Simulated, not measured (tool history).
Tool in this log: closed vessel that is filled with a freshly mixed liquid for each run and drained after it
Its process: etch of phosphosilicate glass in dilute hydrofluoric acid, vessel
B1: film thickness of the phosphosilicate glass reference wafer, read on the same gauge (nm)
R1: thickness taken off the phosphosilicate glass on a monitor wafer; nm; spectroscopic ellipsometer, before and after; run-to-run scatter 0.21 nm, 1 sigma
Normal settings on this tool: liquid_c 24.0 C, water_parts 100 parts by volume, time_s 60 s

Run 1, hour 0.0: usual settings but time_s 85 s; B1 39.99. Result: R1 68.45 nm.
Run 2, hour 77.9: usual settings but water_parts 70 parts by volume; B1 40.03. Result: R1 71.90 nm.
At hour 84.4: thermometer replaced.
Run 3, hour 156.6: usual settings; B1 40.06. Result: R1 48.81 nm.
Run 4, hour 217.6: usual settings; B1 40.05. Result: R1 48.56 nm.
Run 5, hour 321.4: usual settings; B1 40.03. Result: R1 48.76 nm.
Run 6, hour 401.1: usual settings; B1 39.97. Result: R1 48.82 nm.
Run 7, hour 606.8: usual settings; B1 40.00. Result: R1 49.39 nm.
At hour 678.5: thermometer replaced.
Run 8, hour 682.3: usual settings; B1 40.02. Result: R1 49.36 nm.
Run 9, hour 773.8: usual settings; B1 39.99. Result: R1 49.04 nm.
Run 10, hour 880.9: usual settings; B1 40.04. Result: R1 49.23 nm.
Run 11, hour 974.8: usual settings but water_parts 75 parts by volume; B1 40.02. Result: R1 68.41 nm.
Run 12, hour 1034.6: usual settings; B1 39.97. Result: R1 49.35 nm.
At hour 1045.4: gauge calibrated.
Run 13, hour 1092.5: usual settings; B1 40.00. Result: R1 49.72 nm.
At hour 1094.1: hydrofluoric acid flow meter replaced.
Run 14, hour 1138.5: usual settings; B1 39.99. Result: R1 47.79 nm.
Run 15, hour 1186.6: usual settings but liquid_c 22.0 C, water_parts 85 parts by volume; B1 40.01. Result: R1 52.58 nm.
Run 16, hour 1235.4: usual settings but liquid_c 26.5 C, time_s 50 s; B1 40.03. Result: R1 43.70 nm.
At hour 1322.5: thermometer replaced.
Run 17, hour 1325.7: usual settings but time_s 35 s; B1 39.99. Result: R1 27.75 nm.
Run 18, hour 1395.7: usual settings but liquid_c 28.0 C, water_parts 55 parts by volume, time_s 45 s; B1 39.98. Result: R1 81.44 nm.
Run 19, hour 1454.2: usual settings but time_s 45 s; B1 40.01. Result: R1 36.02 nm.
Run 20, hour 1536.3: usual settings but water_parts 135 parts by volume; B1 40.03. Result: R1 34.00 nm.
Run 21, hour 1592.0: usual settings but liquid_c 28.5 C, water_parts 140 parts by volume, time_s 30 s; B1 40.00. Result: R1 19.34 nm.
Run 22, hour 1716.3: usual settings; B1 39.98. Result: R1 48.52 nm.
Run 23, hour 1757.7: usual settings but liquid_c 22.5 C; B1 39.98. Result: R1 45.41 nm.
Run 24, hour 1845.9: usual settings; B1 39.98. Result: R1 48.54 nm.
Run 25, hour 1946.7: usual settings but liquid_c 21.0 C, time_s 80 s; B1 39.96. Result: R1 57.45 nm.
At hour 2016.4: thermometer replaced.
Run 26, hour 2030.9: usual settings but water_parts 80 parts by volume, time_s 85 s; B1 40.04. Result: R1 87.54 nm.
Run 27, hour 2076.0: usual settings but water_parts 115 parts by volume; B1 39.97. Result: R1 41.44 nm.
Run 28, hour 2161.8: usual settings but liquid_c 19.5 C, time_s 40 s; B1 40.01. Result: R1 26.91 nm.
Run 29, hour 2247.5: usual settings; B1 40.00. Result: R1 48.94 nm.
Run 30, hour 2352.4: usual settings but water_parts 145 parts by volume, time_s 40 s; B1 40.04. Result: R1 21.34 nm.
Run 31, hour 2433.4: usual settings but liquid_c 22.0 C, water_parts 50 parts by volume, time_s 75 s; B1 40.03. Result: R1 119.42 nm.
Run 32, hour 2510.8: usual settings but water_parts 150 parts by volume, time_s 75 s; B1 40.02. Result: R1 38.47 nm.
Run 33, hour 2583.4: usual settings but liquid_c 20.5 C, water_parts 120 parts by volume, time_s 40 s; B1 39.99. Result: R1 23.25 nm.

Forecast each of these 3 alternatives for the next run:
Run A, hour 2584.1: usual settings; B1 ?. Result: R1 ?.
Run B, hour 2584.1: usual settings but liquid_c 28.5 C; B1 ?. Result: R1 ?.
Run C, hour 2584.1: usual settings but liquid_c 26.5 C, water_parts 85 parts by volume, time_s 40 s; B1 ?. Result: R1 ?.

run     B1     R1
  A  40.03  48.90
  B  40.03  58.26
  C  40.03  43.13
With no hidden state in the tool, these same runs would have given:
run     R1
  A  47.58
  B  56.66
  C  41.98
